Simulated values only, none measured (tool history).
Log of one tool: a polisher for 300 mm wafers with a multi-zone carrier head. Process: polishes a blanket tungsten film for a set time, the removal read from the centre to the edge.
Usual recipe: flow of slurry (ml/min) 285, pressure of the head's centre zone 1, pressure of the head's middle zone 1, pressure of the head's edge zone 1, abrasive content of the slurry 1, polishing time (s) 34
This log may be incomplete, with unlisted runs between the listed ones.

| run | hour | flow of slurry (ml/min) | pressure of the head's centre zone | pressure of the head's middle zone | pressure of the head's edge zone | abrasive content of the slurry | polishing time (s) | incoming thickness of the incoming film, nm | film removed at the wafer's centre (nm) | film removed at mid-radius (nm) | film removed at the wafer's edge (nm) |
|---|---|---|---|---|---|---|---|---|---|---|---|
| 1 | 0 | 285 | 1 | 1 | 1 | 1 | 34 | 1041.4 | 204.6 | 222.8 | 227.1 |
|  | 29.6 | slurry nozzle cleaned |
| 2 | 30.1 | 285 | 1 | 1 | 0.95 | 1 | 34 | 1073.6 | 205 | 224.3 | 221.3 |
| 3 | 90.1 | 285 | 1 | 1 | 0.95 | 1 | 34 | 1050 | 199.6 | 228.3 | 220.6 |
| 4 | 149 | 285 | 1 | 1 | 0.95 | 1 | 34 | 1039.1 | 196.8 | 227.7 | 221.4 |
|  | 179.6 | worn pad replaced by a new one |
| 5 | 201.6 | 285 | 1 | 1 | 1 | 1 | 34 | 1052.7 | 198.3 | 223 | 225.8 |
|  | 206.4 | centre zone pressure recalibrated |
| 6 | 259.8 | 285 | 1 | 1 | 1 | 1 | 34 | 1044.9 | 230.7 | 228.2 | 223.5 |
| 7 | 331.3 | 210 | 1 | 1 | 1 | 1 | 34 | 1048.3 | 221 | 215.7 | 219 |
| 8 | 368.5 | 285 | 1 | 1 | 1 | 1 | 34 | 1061.5 | 226.9 | 223.9 | 224.2 |
| 9 | 397.9 | 285 | 1 | 1 | 1 | 1 | 34 | 1040.6 | 227.4 | 223 | 227.4 |
|  | 434 | worn pad replaced by a new one |
|  | 467.2 | edge zone pressure recalibrated |
| 10 | 468 | 285 | 1 | 0.89 | 1 | 1 | 34 | 1058 | 224.8 | 204.9 | 227.1 |
|  | 475.2 | slurry nozzle cleaned |
|  | 484.2 | carrier head's membrane replaced by a new one |
| 11 | 514 | 285 | 1 | 1.08 | 0.9 | 1 | 34 | 1044 | 222.5 | 236.5 | 215.8 |
| 12 | 566.6 | 285 | 1 | 1 | 1 | 1 | 39 | 1033.1 | 261.8 | 257.8 | 258.1 |
| 13 | 593.6 | 285 | 1 | 1.04 | 1.06 | 1.1 | 42 | 1042.7 | 287.1 | 295.9 | 297.1 |
| 14 | 628.7 | 285 | 1 | 1 | 1 | 1 | 34 | 1050.7 | 228.2 | 221.9 | 224.5 |
| 15 | 659.4 | 285 | 1 | 1 | 1 | 1 | 34 | 1049.5 | 223.6 | 223.1 | 224.5 |
|  | 719.8 | worn pad replaced by a new one |
| 16 | 722.6 | 285 | 1 | 0.95 | 0.9 | 1 | 34 | 1039.8 | 224.9 | 216 | 217.6 |
| 17 | 765.4 | 330 | 1 | 1.09 | 1 | 1 | 34 | 1057.9 | 228.8 | 242.1 | 232.6 |
| 18 | 807.6 | 285 | 1 | 1 | 1.06 | 1 | 34 | 1068.7 | 223.3 | 226.9 | 234.3 |
| 19 | 832.7 | 285 | 1 | 1 | 0.92 | 1 | 34 | 1063.9 | 219.4 | 224.6 | 217.4 |
|  | 850.2 | slurry nozzle cleaned |
| 20 | 881.4 | 285 | 1.05 | 1 | 1 | 1 | 34 | 1048.1 | 235.1 | 226.7 | 228.8 |

Some steps in film removed at the wafer's centre (nm) between neighbouring runs. How much of each would the tool show without its hidden state too (settings, what came in, random variation), and how much is left for the hidden state, with any gauge scatter that isn't in both results?
The tool's hidden condition here consists of: removal rate lost through wear of the pad, %; slurry flow missing at the pad, %; deviation of the centre zone's pressure from its setpoint, %; deviation of the edge zone's pressure from its setpoint, %.
Run 4 -> 5: pressure of the head's edge zone 0.95 -> 1, worn pad replaced by a new one. film removed at the wafer's centre (nm) +1.5: hidden state -2.9, all else +4.4.
Run 5 -> 6: centre zone pressure recalibrated. film removed at the wafer's centre (nm) +32.4: hidden state +33.1, all else -0.7.
Run 11 -> 12: pressure of the head's middle zone 1.08 -> 1, pressure of the head's edge zone 0.9 -> 1, polishing time (s) 34 -> 39. film removed at the wafer's centre (nm) +39.3: hidden state -1.2, all else +40.5.
Run 13 -> 14: pressure of the head's middle zone 1.04 -> 1, pressure of the head's edge zone 1.06 -> 1, abrasive content of the slurry 1.1 -> 1, polishing time (s) 42 -> 34. film removed at the wafer's centre (nm) -58.9: hidden state +0.5, all else -59.4.
